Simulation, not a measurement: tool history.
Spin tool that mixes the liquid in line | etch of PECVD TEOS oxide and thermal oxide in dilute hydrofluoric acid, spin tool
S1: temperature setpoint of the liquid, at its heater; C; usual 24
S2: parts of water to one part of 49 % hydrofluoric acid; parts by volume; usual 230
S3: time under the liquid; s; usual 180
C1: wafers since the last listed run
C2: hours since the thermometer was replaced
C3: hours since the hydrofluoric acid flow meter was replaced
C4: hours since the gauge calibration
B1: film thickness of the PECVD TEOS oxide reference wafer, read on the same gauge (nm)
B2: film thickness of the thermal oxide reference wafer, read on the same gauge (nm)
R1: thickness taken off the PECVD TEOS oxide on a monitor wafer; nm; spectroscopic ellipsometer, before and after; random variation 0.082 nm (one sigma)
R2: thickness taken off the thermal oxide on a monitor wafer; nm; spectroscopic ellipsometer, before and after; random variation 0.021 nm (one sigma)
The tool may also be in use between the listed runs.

run 1 hour=0 | S1=24 S2=230 S3=180 | C1=0 C2=1508.8 C3=1428.1 C4=506.4 | B1=69.99 B2=139.978 | R1=9.24 R2=3.539
-- hour=99.5 gauge calibrated
run 2 hour=102.4 | S1=24 S2=230 S3=180 | C1=695 C2=1611.2 C3=1530.5 C4=2.9 | B1=69.98 B2=139.992 | R1=9.39 R2=3.573
run 3 hour=142.5 | S1=24 S2=230 S3=260 | C1=272 C2=1651.3 C3=1570.6 C4=43 | B1=70 B2=139.998 | R1=13.63 R2=5.201
run 4 hour=186.7 | S1=24 S2=230 S3=260 | C1=300 C2=1695.5 C3=1614.8 C4=87.2 | B1=70 B2=139.985 | R1=13.65 R2=5.196
run 5 hour=358.2 | S1=24 S2=230 S3=180 | C1=1165 C2=1867 C3=1786.3 C4=258.7 | B1=70.01 B2=140.002 | R1=9.63 R2=3.686
run 6 hour=429 | S1=24 S2=230 S3=180 | C1=481 C2=1937.8 C3=1857.1 C4=329.5 | B1=70 B2=139.993 | R1=9.53 R2=3.637
run 7 hour=528.7 | S1=24 S2=230 S3=180 | C1=677 C2=2037.5 C3=1956.8 C4=429.2 | B1=70 B2=140.002 | R1=9.75 R2=3.699
-- hour=541.6 hydrofluoric acid flow meter replaced
run 8 hour=593 | S1=24 S2=230 S3=180 | C1=430 C2=2101.8 C3=51.4 C4=493.5 | B1=70.01 B2=140.007 | R1=8.39 R2=3.278
run 9 hour=697.6 | S1=20.5 S2=150 S3=275 | C1=710 C2=2206.4 C3=156 C4=598.1 | B1=70.02 B2=140.004 | R1=18.66 R2=7.363

Forecast run 10:
-- hour=768.6 gauge calibrated
run 10 hour=788.5 | S1=24 S2=160 S3=180 | C1=617 C2=2297.3 C3=246.9 C4=19.9 | B1=? B2=? | R1=? R2=?

Run 10 gave B1 69.99, B2 140.001, R1 13.28 nm, R2 5.111 nm.
Without the tool's hidden state the same run would have given R1 12.71 nm, R2 4.891 nm.
